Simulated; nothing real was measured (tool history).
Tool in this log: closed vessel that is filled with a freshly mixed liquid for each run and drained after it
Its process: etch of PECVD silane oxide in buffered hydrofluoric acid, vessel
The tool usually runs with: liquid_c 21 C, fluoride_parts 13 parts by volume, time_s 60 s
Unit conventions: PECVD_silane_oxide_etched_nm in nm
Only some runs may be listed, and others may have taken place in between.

run	hour	liquid_c	fluoride_parts	time_s	read-back film thickness of the PECVD silane oxide reference wafer, read on the same gauge (nm)	PECVD_silane_oxide_etched_nm
1	0	21	13	60	120.02	97.21
# hour 16: thermometer replaced
2	39	21	13	60	119.97	96.99
3	174.1	21	13	60	120.02	95.65
4	205.9	21	13	60	119.99	96.92
5	267.5	21	13	70	119.98	111.47
6	305.5	21	9	55	120	123.87
7	362.6	21	9	55	119.96	123.68
8	428.6	21	9	55	120.02	123.55
9	488.2	21	13	60	120.02	95.32
# hour 493.9: hydrofluoric acid flow meter replaced
10	534	21	11.5	60	120.01	99.45
11	562.6	24.5	17	90	120.01	122.36
12	606.6	21	13	60	119.96	87.99
# hour 609.5: gauge calibrated
13	635.6	25.5	13	60	119.99	113.36
14	668.5	19.5	13	60	119.99	80.09
15	703	21	13	80	120.01	116.1
16	739.3	21	13	60	119.99	87.31
17	787.4	19	14.5	30	120.01	35.3
18	823.2	19	14.5	30	120.03	34.99
19	850.9	21	15.5	60	119.97	73.82
20	918.9	17	8.5	30	120.01	52.52
21	983.7	22.5	15.5	40	119.99	52.75
# hour 1007.2: hydrofluoric acid flow meter replaced, repeated, since the last time left the tool worse
22	1051.5	21	13	60	120.01	101.64
23	1109.2	21	13	60	120.03	102.05
24	1170.1	19.5	13	85	120.02	132.03
25	1204.5	21	15	90	120.02	133.17
26	1237.7	21	11	60	120.02	118.95
27	1277	19	15	80	119.96	104.49
28	1318.1	24	13	60	119.98	120.05
# hour 1320.3: thermometer replaced
29	1352.2	18	11	60	119.99	99.77
30	1380	21	15	75	120	110
31	1424.5	21	13	95	120.01	159.26
32	1463.6	17	16.5	60	120	63.25

Selected run-to-run steps in PECVD_silane_oxide_etched_nm, each split into two signed amounts: the part the tool would show with no hidden state at all (from settings, incoming material and random variation), and the remainder, which goes to the hidden state together with any gauge scatter not common to the measured and the hidden-state-free results:
Unlogged tool condition in this case: liquid hotter than its thermometer reads (K); hydrofluoric acid flow below the setpoint (%); gauge reads high (%).
Run 9 -> 10: fluoride_parts 13 -> 11.5, hydrofluoric acid flow meter replaced. PECVD_silane_oxide_etched_nm +4.13 nm: hidden state -8.47, all else +12.6.
Run 16 -> 17: liquid_c 21 -> 19, fluoride_parts 13 -> 14.5, time_s 60 -> 30. PECVD_silane_oxide_etched_nm -52.01 nm: hidden state +8.65, all else -60.66.
Run 21 -> 22: liquid_c 22.5 -> 21, fluoride_parts 15.5 -> 13, time_s 40 -> 60, hydrofluoric acid flow meter replaced, repeated, since the last time left the tool worse. PECVD_silane_oxide_etched_nm +48.89 nm: hidden state +9.01, all else +39.88.
Run 30 -> 31: fluoride_parts 15 -> 13, time_s 75 -> 95. PECVD_silane_oxide_etched_nm +49.26 nm: hidden state -1.07, all else +50.33.
Run 31 -> 32: liquid_c 21 -> 17, fluoride_parts 13 -> 16.5, time_s 95 -> 60. PECVD_silane_oxide_etched_nm -96.01 nm: hidden state +1.67, all else -97.68.
